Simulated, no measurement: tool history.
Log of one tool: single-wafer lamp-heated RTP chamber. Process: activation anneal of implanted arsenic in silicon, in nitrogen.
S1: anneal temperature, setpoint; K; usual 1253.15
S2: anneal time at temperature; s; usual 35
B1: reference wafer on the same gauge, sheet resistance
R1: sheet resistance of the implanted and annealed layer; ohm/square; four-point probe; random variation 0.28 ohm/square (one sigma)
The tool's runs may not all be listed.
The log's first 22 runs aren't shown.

run,day,S1,S2,B1,R1
23,72.600,1223.15,14,129.95,151.26
24,74.967,1253.15,49,129.98,136.21
25,76.883,1232.15,27,130.06,143.51
# day 78.433: pyrometer window cleaned and pyrometer calibrated
26,79.942,1253.15,35,129.96,140.59
27,82.983,1271.15,35,129.96,137.16
28,87.308,1253.15,35,129.98,139.76
# day 88.567: reflector plate cleaned
29,89.258,1239.15,54,130.14,140.08
30,93.433,1263.15,29,130.03,140.34
31,95.808,1253.15,35,129.97,140.30
32,100.021,1253.15,35,129.90,140.41
33,102.975,1253.15,35,130.03,140.18
# day 105.704: pyrometer window cleaned and pyrometer calibrated
34,106.988,1253.15,45,130.11,139.04
35,111.092,1241.15,35,130.03,143.12

5 ways to go on from here, each from the tool as it stands after run 35. What would each give?
A,111.108,1263.15,35,?,?
B,111.108,1262.15,35,?,?
C,111.108,1238.15,18,?,?
D,111.108,1227.15,22,?,?
E,111.108,1282.15,26,?,?

run,B1,R1
A,129.99,139.20
B,129.99,139.37
C,129.99,148.60
D,129.99,149.55
E,129.99,138.07
Without the tool's hidden state the same runs would have given:
run,R1
A,139.60
B,139.77
C,149.14
D,150.09
E,138.43
